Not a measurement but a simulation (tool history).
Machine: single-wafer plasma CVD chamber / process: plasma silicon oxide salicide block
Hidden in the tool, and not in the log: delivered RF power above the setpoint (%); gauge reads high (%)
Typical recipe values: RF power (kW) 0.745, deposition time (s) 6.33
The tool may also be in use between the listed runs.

run	hour	RF power (kW)	deposition time (s)	wafers since the last listed run	hours since the last RF generator calibration	hours since the showerhead was replaced	hours since the gauge calibration	read-back reference wafer on the same gauge, thickness_nm	mean film thickness on the monitor wafer (angstrom)
1	0.0	0.840	6.33	0	1612.0	4092.5	82.7	71.506	639.33
2	22.3	0.840	6.33	506	1634.3	4114.8	105.0	71.480	639.91
3	50.1	0.840	6.33	631	1662.1	4142.6	132.8	71.491	638.16
4	85.6	0.690	6.33	805	1697.6	4178.1	168.3	71.523	601.53
5	104.9	0.690	6.33	438	1716.9	4197.4	187.6	71.510	604.33
6	125.4	0.690	6.33	465	1737.4	4217.9	208.1	71.513	602.06
7	152.4	0.745	6.33	612	1764.4	4244.9	235.1	71.575	616.58
8	171.4	0.745	6.33	431	1783.4	4263.9	254.1	71.475	614.61
9	202.5	0.745	6.33	705	1814.5	4295.0	285.2	71.527	618.00
# hour 214.9: RF generator calibrated
10	220.4	0.745	6.33	224	5.5	4312.9	303.1	71.505	635.95
11	241.9	0.745	6.33	488	27.0	4334.4	324.6	71.523	634.30
12	277.8	0.670	6.33	814	62.9	4370.3	360.5	71.484	613.63
13	305.1	0.635	6.33	619	90.2	4397.6	387.8	71.512	603.16
14	319.5	0.690	6.33	326	104.6	4412.0	402.2	71.496	616.52
# hour 332.6: showerhead replaced
15	419.1	0.820	6.92	2079	204.2	86.5	501.8	71.518	709.21
16	435.8	0.845	6.33	379	220.9	103.2	518.5	71.511	653.93
17	460.6	0.745	6.33	562	245.7	128.0	543.3	71.490	629.04
18	474.3	0.865	5.98	310	259.4	141.7	557.0	71.494	620.41

Run 19 comes next. What will it give?
# hour 474.4: gauge calibrated
19	502.7	0.745	5.67	644	287.8	170.1	28.3	?	?

read-back reference wafer on the same gauge, thickness_nm: 71.531
mean film thickness on the monitor wafer (angstrom): 561.72
Without the tool's hidden state the same run would have given mean film thickness on the monitor wafer (angstrom) 567.21.
